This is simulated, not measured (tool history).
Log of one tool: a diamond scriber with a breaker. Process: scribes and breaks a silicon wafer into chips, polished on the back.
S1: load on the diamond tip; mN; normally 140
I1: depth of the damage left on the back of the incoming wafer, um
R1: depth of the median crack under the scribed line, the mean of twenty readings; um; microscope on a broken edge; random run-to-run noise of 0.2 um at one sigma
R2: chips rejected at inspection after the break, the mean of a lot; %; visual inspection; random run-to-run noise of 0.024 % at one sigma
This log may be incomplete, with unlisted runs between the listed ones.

Run 1, day 0: usual settings but S1 170 mN; I1 0.03. Result: R1 15.3 um, R2 2.78 %.
Run 2, day 1.046: usual settings but S1 107 mN; I1 0.04. Result: R1 11.02 um, R2 17.27 %.
Run 3, day 2.45: usual settings but S1 107 mN; I1 0.01. Result: R1 10.57 um, R2 17.94 %.
Run 4, day 3.596: usual settings; I1 0.03. Result: R1 13.3 um, R2 1.45 %.
Run 5, day 4.154: usual settings but S1 151 mN; I1 0.02. Result: R1 14.29 um, R2 0.54 %.
Run 6, day 4.729: usual settings but S1 151 mN; I1 0.03. Result: R1 14.32 um, R2 0.56 %.
Run 7, day 5.308: usual settings but S1 151 mN; I1 0.02. Result: R1 14.18 um, R2 0.51 %.
Run 8, day 5.992: usual settings; I1 0.02. Result: R1 13.3 um, R2 1.59 %.
Run 9, day 7.067: usual settings; I1 0.02. Result: R1 13.11 um, R2 1.52 %.
Run 10, day 7.575: usual settings; I1 0.01. Result: R1 13.26 um, R2 1.43 %.
Run 11, day 8.721: usual settings but S1 150 mN; I1 0.05. Result: R1 13.76 um, R2 0.58 %.
Run 12, day 9.712: usual settings but S1 150 mN; I1 0.05. Result: R1 13.74 um, R2 0.61 %.
Run 13, day 10.229: usual settings; I1 0.04. Result: R1 13.29 um, R2 1.73 %.
Run 14, day 11.083: usual settings; I1 0.01. Result: R1 13.18 um, R2 1.69 %.
Run 15, day 12.112: usual settings; I1 0.02. Result: R1 13.36 um, R2 1.66 %.
Run 16, day 13.296: usual settings; I1 0.02. Result: R1 13.16 um, R2 1.68 %.
Run 17, day 14.258: usual settings but S1 173 mN; I1 0.01. Result: R1 15.43 um, R2 2.83 %.
Run 18, day 14.938: usual settings but S1 173 mN; I1 0.01. Result: R1 15.4 um, R2 2.84 %.
Run 19, day 16.262: usual settings but S1 99 mN; I1 0.02. Result: R1 10.17 um, R2 25.21 %.
Run 20, day 17.154: usual settings but S1 157 mN; I1 0.05. Result: R1 14.12 um, R2 0.65 %.
Run 21, day 18.333: usual settings; I1 0.03. Result: R1 12.86 um, R2 1.74 %.
Run 22, day 19.462: usual settings but S1 178 mN; I1 0.04. Result: R1 15.79 um, R2 3.49 %.
At day 20.35: diamond tip replaced by a new one.
Run 23, day 20.75: usual settings but S1 116 mN; I1 0.04. Result: R1 11.79 um, R2 5.91 %.
At day 21.225: load on the tip recalibrated.
Run 24, day 22.108: usual settings but S1 180 mN; I1 0.02. Result: R1 16.65 um, R2 8.51 %.
Run 25, day 22.862: usual settings but S1 112 mN; I1 0.03. Result: R1 11.81 um, R2 9.14 %.
Run 26, day 24.371: usual settings but S1 118 mN; I1 0.01. Result: R1 11.87 um, R2 6.7 %.
Run 27, day 25.188: usual settings but S1 110 mN; I1 0.04. Result: R1 11.76 um, R2 11.98 %.
Run 28, day 26.225: usual settings but S1 104 mN; I1 0.02. Result: R1 10.94 um, R2 17.43 %.
Run 29, day 26.938: usual settings; I1 0.03. Result: R1 13.7 um, R2 0.86 %.
Run 30, day 27.871: usual settings; I1 0.02. Result: R1 13.71 um, R2 0.8 %.
Run 31, day 28.85: usual settings but S1 102 mN; I1 0.03. Result: R1 10.52 um, R2 18.08 %.
Run 32, day 29.825: usual settings but S1 114 mN; I1 0.03. Result: R1 11.4 um, R2 10.21 %.
Run 33, day 30.767: usual settings but S1 126 mN; I1 0.02. Result: R1 12.6 um, R2 3.86 %.
Run 34, day 31.879: usual settings but S1 127 mN; I1 0.02. Result: R1 12.7 um, R2 4.33 %.
Run 35, day 33.042: usual settings; I1 0.05. Result: R1 13.78 um, R2 1.08 %.
Run 36, day 34.062: usual settings but S1 173 mN; I1 0.01. Result: R1 15.48 um, R2 3.69 %.
Run 37, day 35.296: usual settings; I1 0.02. Result: R1 13.5 um, R2 1.08 %.
Run 38, day 36.629: usual settings; I1 0.04. Result: R1 13.3 um, R2 1.24 %.
Run 39, day 37.362: usual settings; I1 0.02. Result: R1 13.45 um, R2 1.26 %.
Run 40, day 38.179: usual settings; I1 0.03. Result: R1 13.23 um, R2 1.26 %.
Run 41, day 39.121: usual settings but S1 115 mN; I1 0.03. Result: R1 11.3 um, R2 10.54 %.

Measured minus without-hidden-state, run by run (identical run-to-run variation in each term; gauge scatter may differ):
Hidden conditions of the tool in this case: share of the diamond tip's cutting effectiveness lost through wear, %; deviation of the load on the tip from its setpoint, %.
run     R1     R2
  1  -0.81  -3.29
  2  -0.61  +5.98
  3   -0.6  +6.36
  4  -0.77   +0.9
  5  -0.83  -0.85
  6  -0.85  -0.88
  7  -0.84  -0.78
  8   -0.8  +1.02
  9  -0.81  +0.98
 10  -0.82  +0.93
 11  -0.87  -0.68
 12  -0.87  -0.71
 13  -0.85  +1.15
 14  -0.84  +1.13
 15  -0.87  +1.12
 16  -0.87  +1.14
 17  -1.03  -4.33
 18  -1.02  -4.38
 19  -0.68  +8.17
 20  -0.95   -1.9
 21  -0.87   +1.2
 22  -1.08  -4.64
 23  -0.03  +0.23
 24  -0.16  -0.88
 25  -0.15  +1.17
 26  -0.23  +1.48
 27  -0.27  +2.28
 28  -0.28  +3.13
 29  -0.39  +0.25
 30  -0.43  +0.26
 31  -0.36  +3.84
 32  -0.42  +3.27
 33   -0.5  +1.86
 34  -0.53  +2.23
 35  -0.61  +0.54
 36  -0.72  -3.15
 37  -0.65  +0.59
 38  -0.68   +0.7
 39   -0.7  +0.72
 40  -0.71  +0.74
 41  -0.62  +4.53
